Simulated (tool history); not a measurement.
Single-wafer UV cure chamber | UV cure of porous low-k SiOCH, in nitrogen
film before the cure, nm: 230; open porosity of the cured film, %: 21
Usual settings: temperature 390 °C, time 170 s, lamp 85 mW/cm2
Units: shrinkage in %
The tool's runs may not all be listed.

run,hour,temperature,time,lamp,shrinkage
1,0,390,120,85,8.111
2,15.1,390,120,85,8.156
3,26.5,390,110,85,7.555
4,43.6,390,110,85,7.347
5,50.1,390,210,85,10.028
6,67.1,390,95,85,6.752
# hour 75.7: UV bulbs replaced
# hour 84.9: quartz window cleaned
7,85.4,390,170,85,10.115
8,93.4,390,170,64,9.182
9,108.7,408,220,105,12.765
10,116.3,390,140,108,10.45
11,126.9,373,170,47,7.165
12,144.6,405,125,112,10.026
13,151.5,401,85,85,7.07
14,163.9,408,170,85,10.144
15,197.2,390,120,85,8.189
16,207.3,390,260,123,13.324

Forecast run 17:
17,224.4,402,260,49,?

shrinkage: 9.074 %
Without the tool's hidden state the same run would have given shrinkage 9.918 %.

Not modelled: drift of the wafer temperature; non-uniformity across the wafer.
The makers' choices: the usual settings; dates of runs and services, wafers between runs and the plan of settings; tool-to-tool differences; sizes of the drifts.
